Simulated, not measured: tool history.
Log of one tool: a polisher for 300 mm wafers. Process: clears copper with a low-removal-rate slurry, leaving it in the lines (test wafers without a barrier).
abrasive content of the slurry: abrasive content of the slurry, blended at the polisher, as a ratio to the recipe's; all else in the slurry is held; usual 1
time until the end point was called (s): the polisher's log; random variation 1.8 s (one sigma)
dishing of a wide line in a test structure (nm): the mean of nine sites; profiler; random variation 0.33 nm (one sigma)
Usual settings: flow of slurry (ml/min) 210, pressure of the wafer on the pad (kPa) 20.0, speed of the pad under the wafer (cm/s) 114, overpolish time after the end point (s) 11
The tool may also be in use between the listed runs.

run   hour  flow of slurry (ml/min)  pressure of the wafer on the pad (kPa)  speed of the pad under the wafer (cm/s)  abrasive content of the slurry  overpolish time after the end point (s)  incoming thickness of the incoming film, nm  time until the end point was called (s)  dishing of a wide line in a test structure (nm)
  1    0.0                      265                                    20.0                                      114                               1                                       11                                        429.1                                    112.1                                             27.9
  2   44.3                      265                                    20.0                                      114                               1                                       11                                        429.8                                    111.0                                             27.9
      47.8  -- slurry nozzle cleaned
  3  115.2                      210                                    16.5                                      114                               1                                       11                                        429.5                                    143.0                                             23.1
     122.0  -- slurry blender recalibrated
     146.6  -- worn pad replaced by a new one
  4  180.8                      210                                    16.5                                      114                               1                                       11                                        427.0                                    145.6                                             22.7
  5  232.9                      210                                    20.0                                      114                               1                                       11                                        432.0                                    121.9                                             26.2
  6  292.2                      210                                    20.0                                      114                               1                                       11                                        425.3                                    120.0                                             26.7
     315.5  -- slurry nozzle cleaned
  7  343.6                      210                                    20.0                                      114                               1                                       11                                        416.2                                    119.1                                             26.4
  8  368.2                      210                                    20.0                                      114                               1                                       11                                        430.5                                    119.8                                             26.4
     389.4  -- slurry blender recalibrated
  9  423.1                      210                                    20.0                                      114                               1                                       11                                        425.5                                    122.5                                             26.2
     470.5  -- worn pad replaced by a new one
 10  471.9                      210                                    20.0                                      114                               1                                       11                                        423.8                                    117.4                                             25.7
 11  502.9                      210                                    20.0                                      114                               1                                       11                                        419.0                                    117.0                                             25.7
 12  562.3                      210                                    20.0                                      114                               1                                       11                                        422.5                                    118.6                                             26.0
     612.5  -- slurry nozzle cleaned
 13  628.0                      210                                    16.5                                      114                               1                                       11                                        424.0                                    147.4                                             22.0
 14  677.5                      210                                    20.0                                      114                               1                                       11                                        417.8                                    118.3                                             26.2
     709.6  -- slurry blender recalibrated
 15  725.4                      210                                    20.0                                      114                               1                                       11                                        429.3                                    126.8                                             26.1

Run 16 comes next. What will it give?
     752.5  -- head pressure recalibrated
 16  760.0                      210                                    20.0                                      114                               1                                       11                                        426.2                                        ?                                                ?

Run 16 gave time until the end point was called (s) 105.7, dishing of a wide line in a test structure (nm) 29.5.
Without the tool's hidden state the same run would have given time until the end point was called (s) 106.2, dishing of a wide line in a test structure (nm) 29.4.
